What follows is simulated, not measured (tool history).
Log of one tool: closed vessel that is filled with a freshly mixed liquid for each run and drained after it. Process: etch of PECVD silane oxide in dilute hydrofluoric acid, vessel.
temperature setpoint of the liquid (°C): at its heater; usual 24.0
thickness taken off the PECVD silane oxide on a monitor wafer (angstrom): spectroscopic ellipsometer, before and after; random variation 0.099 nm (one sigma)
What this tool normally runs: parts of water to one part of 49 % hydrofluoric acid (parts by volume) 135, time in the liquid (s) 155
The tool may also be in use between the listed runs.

| run | day | temperature setpoint of the liquid (°C) | parts of water to one part of 49 % hydrofluoric acid (parts by volume) | time in the liquid (s) | read-back film thickness of the PECVD silane oxide reference wafer, read on the same gauge (nm) | thickness taken off the PECVD silane oxide on a monitor wafer (angstrom) |
|---|---|---|---|---|---|---|
| 1 | 0.000 | 24.0 | 135 | 155 | 120.00 | 179.0 |
| 2 | 1.875 | 24.0 | 135 | 155 | 120.00 | 177.7 |
| 3 | 3.612 | 24.0 | 135 | 155 | 120.00 | 175.9 |
|  | 5.329 | hydrofluoric acid flow meter replaced |
| 4 | 12.488 | 24.0 | 135 | 155 | 120.00 | 181.6 |
| 5 | 13.921 | 24.0 | 135 | 155 | 120.01 | 180.9 |
| 6 | 16.138 | 24.0 | 135 | 220 | 120.00 | 260.4 |
| 7 | 19.029 | 24.0 | 135 | 155 | 120.00 | 183.8 |
| 8 | 20.300 | 24.0 | 135 | 155 | 120.00 | 182.2 |
| 9 | 23.258 | 24.0 | 135 | 155 | 120.02 | 182.4 |
| 10 | 25.188 | 24.0 | 115 | 210 | 120.03 | 296.9 |
| 11 | 27.358 | 24.0 | 115 | 210 | 119.99 | 295.8 |
|  | 28.662 | hydrofluoric acid flow meter replaced |
| 12 | 29.396 | 21.5 | 135 | 155 | 120.00 | 167.2 |
| 13 | 30.892 | 21.5 | 135 | 155 | 120.00 | 168.0 |
|  | 31.108 | gauge calibrated |
| 14 | 32.871 | 24.0 | 135 | 155 | 120.01 | 185.0 |
| 15 | 34.521 | 24.0 | 135 | 155 | 120.02 | 187.0 |
|  | 35.475 | thermometer replaced |
| 16 | 35.588 | 28.5 | 185 | 120 | 119.99 | 108.1 |
| 17 | 38.438 | 24.0 | 95 | 70 | 120.01 | 116.7 |
| 18 | 39.529 | 24.0 | 135 | 155 | 120.00 | 173.4 |
| 19 | 41.912 | 24.0 | 155 | 115 | 120.00 | 110.0 |
| 20 | 44.833 | 20.0 | 105 | 190 | 119.99 | 238.6 |
| 21 | 46.646 | 24.0 | 135 | 155 | 120.00 | 173.5 |
| 22 | 48.775 | 22.0 | 175 | 220 | 119.99 | 166.8 |
| 23 | 51.642 | 24.0 | 65 | 155 | 119.98 | 390.3 |
| 24 | 53.579 | 24.0 | 135 | 155 | 120.01 | 170.4 |
|  | 55.546 | hydrofluoric acid flow meter replaced |
| 25 | 56.283 | 20.0 | 70 | 125 | 120.00 | 251.7 |
| 26 | 58.404 | 24.0 | 135 | 220 | 120.00 | 251.2 |
| 27 | 60.612 | 28.5 | 135 | 210 | 120.00 | 284.4 |
| 28 | 63.225 | 24.0 | 160 | 100 | 119.99 | 93.6 |
| 29 | 65.971 | 27.5 | 135 | 125 | 119.99 | 163.6 |
| 30 | 67.338 | 20.5 | 80 | 155 | 119.99 | 276.4 |
| 31 | 75.208 | 19.5 | 110 | 120 | 119.99 | 142.8 |

Subtracting, for every run, the result it would have given without the tool's unlogged condition from the measured result gives the following. The same run-to-run variation enters both numbers; the gauge's scatter may not:
Hidden state at play: liquid hotter than its thermometer reads (K); hydrofluoric acid flow below the setpoint (%); gauge reads high (%).
| run | thickness taken off the PECVD silane oxide on a monitor wafer (angstrom) |
|---|---|
| 1 | +2.5 |
| 2 | +2.3 |
| 3 | +2.0 |
| 4 | +7.4 |
| 5 | +7.2 |
| 6 | +9.9 |
| 7 | +6.6 |
| 8 | +6.4 |
| 9 | +6.0 |
| 10 | +9.7 |
| 11 | +9.2 |
| 12 | +9.7 |
| 13 | +9.5 |
| 14 | +9.9 |
| 15 | +9.8 |
| 16 | -1.6 |
| 17 | -1.7 |
| 18 | -2.8 |
| 19 | -2.1 |
| 20 | -4.5 |
| 21 | -3.8 |
| 22 | -4.0 |
| 23 | -8.7 |
| 24 | -4.7 |
| 25 | +3.9 |
| 26 | +3.1 |
| 27 | +2.9 |
| 28 | +0.8 |
| 29 | +1.0 |
| 30 | +2.4 |
| 31 | +0.4 |
